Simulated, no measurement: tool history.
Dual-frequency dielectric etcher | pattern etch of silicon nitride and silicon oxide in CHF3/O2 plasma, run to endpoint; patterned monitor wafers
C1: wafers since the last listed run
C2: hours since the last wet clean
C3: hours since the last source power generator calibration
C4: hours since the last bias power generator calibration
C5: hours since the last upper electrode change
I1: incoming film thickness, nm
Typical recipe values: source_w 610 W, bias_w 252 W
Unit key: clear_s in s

Run 1, hour 0.0: usual settings; C1 0; C2 194.8; C3 3184.1; C4 2035.8; C5 5781.5; I1 152.6. Result: clear_s 93.6 s.
Run 2, hour 29.4: usual settings; C1 136; C2 224.2; C3 3213.5; C4 2065.2; C5 5810.9; I1 152.7. Result: clear_s 93.6 s.
Run 3, hour 59.0: usual settings but source_w 710 W; C1 137; C2 253.8; C3 3243.1; C4 2094.8; C5 5840.5; I1 153.8. Result: clear_s 90.9 s.
Run 4, hour 83.1: usual settings; C1 111; C2 277.9; C3 3267.2; C4 2118.9; C5 5864.6; I1 155.1. Result: clear_s 95.5 s.
Run 5, hour 101.2: usual settings but source_w 690 W; C1 84; C2 296.0; C3 3285.3; C4 2137.0; C5 5882.7; I1 153.3. Result: clear_s 91.7 s.
Run 6, hour 118.2: usual settings; C1 78; C2 313.0; C3 3302.3; C4 2154.0; C5 5899.7; I1 153.9. Result: clear_s 94.2 s.
Run 7, hour 147.5: usual settings; C1 136; C2 342.3; C3 3331.6; C4 2183.3; C5 5929.0; I1 153.4. Result: clear_s 93.3 s.
Run 8, hour 164.1: usual settings; C1 77; C2 358.9; C3 3348.2; C4 2199.9; C5 5945.6; I1 153.4. Result: clear_s 93.7 s.
Run 9, hour 180.1: usual settings; C1 74; C2 374.9; C3 3364.2; C4 2215.9; C5 5961.6; I1 154.7. Result: clear_s 94.3 s.
Run 10, hour 212.3: usual settings; C1 149; C2 407.1; C3 3396.4; C4 2248.1; C5 5993.8; I1 153.5. Result: clear_s 93.6 s.
At hour 236.1: bias power generator calibrated.
Run 11, hour 243.8: usual settings; C1 127; C2 438.6; C3 3427.9; C4 7.7; C5 6025.3; I1 151.4. Result: clear_s 91.9 s.
Run 12, hour 258.0: usual settings but source_w 730 W; C1 65; C2 452.8; C3 3442.1; C4 21.9; C5 6039.5; I1 154.2. Result: clear_s 89.5 s.
Run 13, hour 285.5: usual settings but source_w 720 W; C1 127; C2 480.3; C3 3469.6; C4 49.4; C5 6067.0; I1 153.6. Result: clear_s 89.5 s.
Run 14, hour 321.5: usual settings but source_w 720 W; C1 167; C2 516.3; C3 3505.6; C4 85.4; C5 6103.0; I1 152.4. Result: clear_s 88.8 s.
Run 15, hour 342.6: usual settings but source_w 530 W; C1 97; C2 537.4; C3 3526.7; C4 106.5; C5 6124.1; I1 152.9. Result: clear_s 95.1 s.
Run 16, hour 356.8: usual settings but source_w 650 W, bias_w 195 W; C1 65; C2 551.6; C3 3540.9; C4 120.7; C5 6138.3; I1 153.4. Result: clear_s 96.7 s.
Run 17, hour 390.4: usual settings but source_w 480 W, bias_w 214 W; C1 155; C2 585.2; C3 3574.5; C4 154.3; C5 6171.9; I1 154.3. Result: clear_s 101.7 s.
Run 18, hour 402.6: usual settings but source_w 520 W, bias_w 307 W; C1 56; C2 597.4; C3 3586.7; C4 166.5; C5 6184.1; I1 154.4. Result: clear_s 90.7 s.
At hour 428.8: upper electrode replaced.
At hour 434.3: wet clean of the chamber.
Run 19, hour 434.8: usual settings but source_w 700 W, bias_w 206 W; C1 12; C2 0.5; C3 3618.9; C4 198.7; C5 6.0; I1 151.4. Result: clear_s 95.6 s.
Run 20, hour 437.6: usual settings; C1 12; C2 3.3; C3 3621.7; C4 201.5; C5 8.8; I1 154.7. Result: clear_s 95.9 s.
At hour 458.3: source power generator calibrated.
Run 21, hour 465.6: usual settings but source_w 480 W, bias_w 219 W; C1 111; C2 31.3; C3 7.3; C4 229.5; C5 36.8; I1 152.5. Result: clear_s 102.1 s.
Run 22, hour 492.5: usual settings but source_w 560 W, bias_w 294 W; C1 124; C2 58.2; C3 34.2; C4 256.4; C5 63.7; I1 153.8. Result: clear_s 92.7 s.
Run 23, hour 514.8: usual settings; C1 103; C2 80.5; C3 56.5; C4 278.7; C5 86.0; I1 152.7. Result: clear_s 94.0 s.
Run 24, hour 540.5: usual settings but source_w 570 W, bias_w 228 W; C1 119; C2 106.2; C3 82.2; C4 304.4; C5 111.7; I1 153.5. Result: clear_s 97.7 s.
Run 25, hour 568.2: usual settings but source_w 530 W, bias_w 299 W; C1 128; C2 133.9; C3 109.9; C4 332.1; C5 139.4; I1 152.6. Result: clear_s 92.7 s.
Run 26, hour 603.2: usual settings but source_w 550 W, bias_w 270 W; C1 162; C2 168.9; C3 144.9; C4 367.1; C5 174.4; I1 153.6. Result: clear_s 94.7 s.
Run 27, hour 632.0: usual settings but source_w 550 W, bias_w 274 W; C1 133; C2 197.7; C3 173.7; C4 395.9; C5 203.2; I1 154.5. Result: clear_s 95.0 s.

Expected results for the next run?
Run 28, hour 644.1: usual settings but source_w 760 W; C1 56; C2 209.8; C3 185.8; C4 408.0; C5 215.3; I1 154.3. Result: clear_s ?.

{"run 28": {"clear_s": 89.6}}
Minus the tool's unlogged condition, the same run would have read clear_s 90.7 s.

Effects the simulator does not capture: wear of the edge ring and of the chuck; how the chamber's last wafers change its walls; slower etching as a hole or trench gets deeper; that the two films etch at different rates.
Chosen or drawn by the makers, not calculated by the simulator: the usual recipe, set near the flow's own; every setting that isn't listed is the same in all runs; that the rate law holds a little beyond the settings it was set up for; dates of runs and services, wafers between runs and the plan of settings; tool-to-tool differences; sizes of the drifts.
